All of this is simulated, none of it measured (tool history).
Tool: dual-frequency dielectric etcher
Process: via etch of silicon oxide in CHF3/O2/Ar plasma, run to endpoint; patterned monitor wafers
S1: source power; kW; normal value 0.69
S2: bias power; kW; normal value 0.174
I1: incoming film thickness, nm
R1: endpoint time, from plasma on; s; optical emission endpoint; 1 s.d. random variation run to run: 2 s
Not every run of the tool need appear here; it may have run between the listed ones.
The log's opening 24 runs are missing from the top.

Run 25, day 60.338: usual settings but S1 0.83 kW, S2 0.207 kW; I1 611.4. Result: R1 257.7 s.
Run 26, day 62.479: usual settings but S1 0.78 kW, S2 0.131 kW; I1 612. Result: R1 310.3 s.
Run 27, day 63.912: usual settings but S2 0.212 kW; I1 618.6. Result: R1 287.8 s.
Run 28, day 65.275: usual settings but S2 0.209 kW; I1 609.3. Result: R1 281.5 s.
Run 29, day 66.288: usual settings but S2 0.138 kW; I1 611. Result: R1 324.4 s.
Run 30, day 68.196: usual settings; I1 617.5. Result: R1 307.6 s.
Run 31, day 70.212: usual settings; I1 610.3. Result: R1 305.4 s.
At day 72.588: wet clean of the chamber.
Run 32, day 72.608: usual settings but S1 0.85 kW, S2 0.152 kW; I1 610. Result: R1 280.8 s.
Run 33, day 74.312: usual settings; I1 613.2. Result: R1 304.9 s.
Run 34, day 75.871: usual settings but S1 0.54 kW; I1 606.4. Result: R1 344.4 s.
Run 35, day 78.075: usual settings but S1 0.74 kW, S2 0.203 kW; I1 610.2. Result: R1 277 s.

4 ways to go on from here, each from the tool as it stands after run 35. What would each give?
Run A, day 78.096: usual settings but S1 0.84 kW; I1 610.4. Result: R1 ?.
Run B, day 78.096: usual settings but S1 0.65 kW, S2 0.152 kW; I1 610.4. Result: R1 ?.
Run C, day 78.096: usual settings but S1 0.57 kW; I1 610.4. Result: R1 ?.
Run D, day 78.096: usual settings but S1 0.55 kW, S2 0.199 kW; I1 610.4. Result: R1 ?.

run     R1
  A  269.8
  B  322.7
  C  334.9
  D  328.2
Without the tool's hidden state the same runs would have given:
run     R1
  A  269.8
  B  322.7
  C  334.9
  D  328.2
